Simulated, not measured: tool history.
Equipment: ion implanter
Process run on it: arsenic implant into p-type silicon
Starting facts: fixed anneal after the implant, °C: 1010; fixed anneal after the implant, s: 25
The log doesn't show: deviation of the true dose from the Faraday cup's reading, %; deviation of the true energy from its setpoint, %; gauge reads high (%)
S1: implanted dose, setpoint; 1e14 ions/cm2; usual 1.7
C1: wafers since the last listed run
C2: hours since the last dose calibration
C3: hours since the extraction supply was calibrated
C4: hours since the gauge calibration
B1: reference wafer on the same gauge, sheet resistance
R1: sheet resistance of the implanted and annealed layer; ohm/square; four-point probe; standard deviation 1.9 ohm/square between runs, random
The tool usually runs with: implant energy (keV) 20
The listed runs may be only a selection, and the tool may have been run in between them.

run 1 hour=0 | S1=1.92 implant_energy_(keV)=20 | C1=0 C2=515.3 C3=1018.1 C4=747.4 | B1=420.34 | R1=390.07
run 2 hour=38.1 | S1=1.92 implant_energy_(keV)=20 | C1=429 C2=553.4 C3=1056.2 C4=785.5 | B1=419.58 | R1=390
run 3 hour=66.1 | S1=1.7 implant_energy_(keV)=20 | C1=315 C2=581.4 C3=1084.2 C4=813.5 | B1=419.91 | R1=429.56
-- hour=95 Faraday cup replaced and dose calibrated
run 4 hour=129.9 | S1=1.7 implant_energy_(keV)=20 | C1=628 C2=34.9 C3=1148 C4=877.3 | B1=419.75 | R1=439.51
run 5 hour=178.3 | S1=1.7 implant_energy_(keV)=20 | C1=545 C2=83.3 C3=1196.4 C4=925.7 | B1=419.91 | R1=435.27
run 6 hour=229.6 | S1=1.7 implant_energy_(keV)=20 | C1=577 C2=134.6 C3=1247.7 C4=977 | B1=420.35 | R1=430.82
run 7 hour=270.8 | S1=1.7 implant_energy_(keV)=20 | C1=463 C2=175.8 C3=1288.9 C4=1018.2 | B1=420 | R1=430.73
run 8 hour=308.9 | S1=1.53 implant_energy_(keV)=20 | C1=429 C2=213.9 C3=1327 C4=1056.3 | B1=419.7 | R1=465.71
run 9 hour=365.3 | S1=1.53 implant_energy_(keV)=20 | C1=635 C2=270.3 C3=1383.4 C4=1112.7 | B1=420.3 | R1=462.32
run 10 hour=426.1 | S1=1.7 implant_energy_(keV)=20 | C1=684 C2=331.1 C3=1444.2 C4=1173.5 | B1=420.22 | R1=426.14
run 11 hour=461.3 | S1=1.7 implant_energy_(keV)=20 | C1=396 C2=366.3 C3=1479.4 C4=1208.7 | B1=420.08 | R1=427.54
-- hour=577.6 Faraday cup replaced and dose calibrated
run 12 hour=584.7 | S1=1.7 implant_energy_(keV)=17.5 | C1=1299 C2=7.1 C3=1602.8 C4=1332.1 | B1=419.9 | R1=452.39
run 13 hour=612 | S1=1.7 implant_energy_(keV)=17.5 | C1=307 C2=34.4 C3=1630.1 C4=1359.4 | B1=420.32 | R1=454.13
run 14 hour=682.8 | S1=1.7 implant_energy_(keV)=17.5 | C1=797 C2=105.2 C3=1700.9 C4=1430.2 | B1=420.63 | R1=445.86
run 15 hour=707.2 | S1=1.7 implant_energy_(keV)=20 | C1=274 C2=129.6 C3=1725.3 C4=1454.6 | B1=419.88 | R1=437.43
run 16 hour=732.9 | S1=1.7 implant_energy_(keV)=20 | C1=289 C2=155.3 C3=1751 C4=1480.3 | B1=420.53 | R1=437.12
run 17 hour=853.4 | S1=1.7 implant_energy_(keV)=20 | C1=1356 C2=275.8 C3=1871.5 C4=1600.8 | B1=420.24 | R1=430.82
run 18 hour=904.5 | S1=2.11 implant_energy_(keV)=14 | C1=575 C2=326.9 C3=1922.6 C4=1651.9 | B1=419.64 | R1=382.25
run 19 hour=945.6 | S1=2.02 implant_energy_(keV)=16 | C1=462 C2=368 C3=1963.7 C4=1693 | B1=419.95 | R1=389.66
run 20 hour=986.5 | S1=1.7 implant_energy_(keV)=20 | C1=460 C2=408.9 C3=2004.6 C4=1733.9 | B1=419.49 | R1=431.81
-- hour=1016.1 gauge calibrated
run 21 hour=1038 | S1=1.7 implant_energy_(keV)=20 | C1=579 C2=460.4 C3=2056.1 C4=21.9 | B1=420.33 | R1=429.73
-- hour=1061 Faraday cup replaced and dose calibrated
run 22 hour=1068.9 | S1=1.48 implant_energy_(keV)=15 | C1=257 C2=7.9 C3=2087 C4=52.8 | B1=420.06 | R1=511.76
run 23 hour=1096.2 | S1=1.26 implant_energy_(keV)=16 | C1=307 C2=35.2 C3=2114.3 C4=80.1 | B1=419.89 | R1=570.28
run 24 hour=1141.8 | S1=1.24 implant_energy_(keV)=20 | C1=513 C2=80.8 C3=2159.9 C4=125.7 | B1=420.06 | R1=555.38
run 25 hour=1180.1 | S1=1.7 implant_energy_(keV)=15.5 | C1=431 C2=119.1 C3=2198.2 C4=164 | B1=419.91 | R1=454.02
run 26 hour=1298.8 | S1=1.7 implant_energy_(keV)=20 | C1=1336 C2=237.8 C3=2316.9 C4=282.7 | B1=419.9 | R1=432.8
-- hour=1329 extraction supply calibrated
run 27 hour=1341.7 | S1=1.7 implant_energy_(keV)=20 | C1=393 C2=280.7 C3=12.7 C4=325.6 | B1=420.13 | R1=430.79
run 28 hour=1389.8 | S1=1.27 implant_energy_(keV)=27 | C1=541 C2=328.8 C3=60.8 C4=373.7 | B1=420.19 | R1=506.84
run 29 hour=1563.6 | S1=1.7 implant_energy_(keV)=20 | C1=1957 C2=502.6 C3=234.6 C4=547.5 | B1=420 | R1=426.71
-- hour=1593.9 Faraday cup replaced and dose calibrated
run 30 hour=1611.9 | S1=1.7 implant_energy_(keV)=20 | C1=453 C2=18 C3=282.9 C4=595.8 | B1=419.81 | R1=440.82
run 31 hour=1678.8 | S1=1.7 implant_energy_(keV)=20 | C1=753 C2=84.9 C3=349.8 C4=662.7 | B1=420.02 | R1=437.8
run 32 hour=1883.8 | S1=1.38 implant_energy_(keV)=18 | C1=2308 C2=289.9 C3=554.8 C4=867.7 | B1=420.33 | R1=508.21
run 33 hour=1915.2 | S1=1.52 implant_energy_(keV)=26.5 | C1=353 C2=321.3 C3=586.2 C4=899.1 | B1=420.11 | R1=447.9
run 34 hour=1979.8 | S1=1.7 implant_energy_(keV)=15.5 | C1=727 C2=385.9 C3=650.8 C4=963.7 | B1=420.28 | R1=442.08
run 35 hour=2193.2 | S1=2.02 implant_energy_(keV)=13.5 | C1=2403 C2=599.3 C3=864.2 C4=1177.1 | B1=420.1 | R1=392.89
-- hour=2202.3 Faraday cup replaced and dose calibrated
run 36 hour=2252.6 | S1=1.2 implant_energy_(keV)=24 | C1=578 C2=50.3 C3=923.6 C4=1236.5 | B1=419.75 | R1=551.8

Predict each of these 5 candidate next runs independently; none follows another, all start after run 36:
run A hour=2253 | S1=1.7 implant_energy_(keV)=20 | C1=4 C2=50.7 C3=924 C4=1236.9 | B1=? | R1=?
run B hour=2253 | S1=1.85 implant_energy_(keV)=24 | C1=4 C2=50.7 C3=924 C4=1236.9 | B1=? | R1=?
run C hour=2253 | S1=1.25 implant_energy_(keV)=27 | C1=4 C2=50.7 C3=924 C4=1236.9 | B1=? | R1=?
run D hour=2253 | S1=2.17 implant_energy_(keV)=13 | C1=4 C2=50.7 C3=924 C4=1236.9 | B1=? | R1=?
run E hour=2253 | S1=1.24 implant_energy_(keV)=15 | C1=4 C2=50.7 C3=924 C4=1236.9 | B1=? | R1=?

run=A B1=420.07 R1=440.26
run=B B1=420.07 R1=402.78
run=C B1=420.07 R1=524.97
run=D B1=420.07 R1=386.25
run=E B1=420.07 R1=579.26
With no hidden state in the tool, these same runs would have given:
run=A R1=445.35
run=B R1=407.42
run=C R1=530.73
run=D R1=390.87
run=E R1=585.91
